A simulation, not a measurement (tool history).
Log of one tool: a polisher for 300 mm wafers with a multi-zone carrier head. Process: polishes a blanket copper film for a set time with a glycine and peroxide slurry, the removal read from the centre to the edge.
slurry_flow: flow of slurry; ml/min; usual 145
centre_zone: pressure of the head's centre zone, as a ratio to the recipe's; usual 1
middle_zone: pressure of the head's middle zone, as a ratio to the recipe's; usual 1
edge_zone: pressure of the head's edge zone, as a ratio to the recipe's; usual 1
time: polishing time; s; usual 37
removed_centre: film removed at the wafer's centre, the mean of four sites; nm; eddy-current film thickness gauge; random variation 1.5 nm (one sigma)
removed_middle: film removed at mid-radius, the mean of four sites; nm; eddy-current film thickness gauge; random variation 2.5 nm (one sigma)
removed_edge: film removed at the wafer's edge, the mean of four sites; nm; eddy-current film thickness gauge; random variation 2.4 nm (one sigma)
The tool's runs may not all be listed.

run,day,slurry_flow,centre_zone,middle_zone,edge_zone,time,"incoming thickness of the incoming film, nm",removed_centre,removed_middle,removed_edge
1,0,145,1,1,1,37,2014.4,198.6,196.9,213.6
2,0.283,145,1,1,1,37,2008.8,195.2,195.8,216.8
3,0.683,145,1,1,1,37,2031.1,198.2,196.6,217.3
# day 0.896: worn pad replaced by a new one
4,1.25,145,1,1,1,37,2001.7,198.4,195.1,212.1
5,1.579,145,0.92,1,1.04,37,2030.6,184.2,195.9,218.4
6,1.9,145,0.92,1,1.04,37,2020,180.5,189.9,218.4
7,2.55,145,1,1,1,37,1984.6,194.7,199.1,214.7
# day 3.033: carrier head's membrane replaced by a new one
8,3.054,145,1.04,1,1.03,37,2014.9,204.3,193.6,215.6
9,3.308,125,1,1,1,37,1986.1,186,185,206.3
10,3.733,180,1,1,1,37,2023.7,212.6,210.9,222.1
# day 3.812: slurry nozzle cleaned
11,4.038,105,1,1,1,37,1983.7,214.1,206.7,222.4
12,4.417,180,1,1,1,37,2032.1,240.2,231.1,238.6
# day 4.512: edge zone pressure recalibrated
13,4.708,165,0.91,1.07,1,37,2019.7,213.6,238.9,239.8
# day 4.888: worn pad replaced by a new one
14,5.158,145,1,1,1,37,2007.1,225.4,226.7,232.2
# day 5.867: centre zone pressure recalibrated
15,6.542,125,1,1,1,47,2044.3,274.8,269.3,286
16,7.254,145,1,1,1,37,2003,227.2,221.9,233.7
17,7.788,145,1,1,1.1,37,1976.8,225.3,217.4,243.7
# day 8.529: worn pad replaced by a new one
18,8.55,190,0.95,1,1,27,2011.8,163.5,166.2,175.3

What the log doesn't show, run by run:
removal rate lost through wear of the pad, %: 0 in every run
deviation of the centre zone's pressure from its setpoint, %: 0 in every run
deviation of the edge zone's pressure from its setpoint, %: 0 in every run
H1: slurry flow missing at the pad, %
run,H1
1,41.4
2,41.5
3,41.6
4,41.8
5,41.8
6,41.9
7,42.1
8,42.2
9,42.3
10,42.4
11,2.18
12,3.58
13,4.63
14,6.2
15,10.6
16,12.7
17,14.2
18,16.1

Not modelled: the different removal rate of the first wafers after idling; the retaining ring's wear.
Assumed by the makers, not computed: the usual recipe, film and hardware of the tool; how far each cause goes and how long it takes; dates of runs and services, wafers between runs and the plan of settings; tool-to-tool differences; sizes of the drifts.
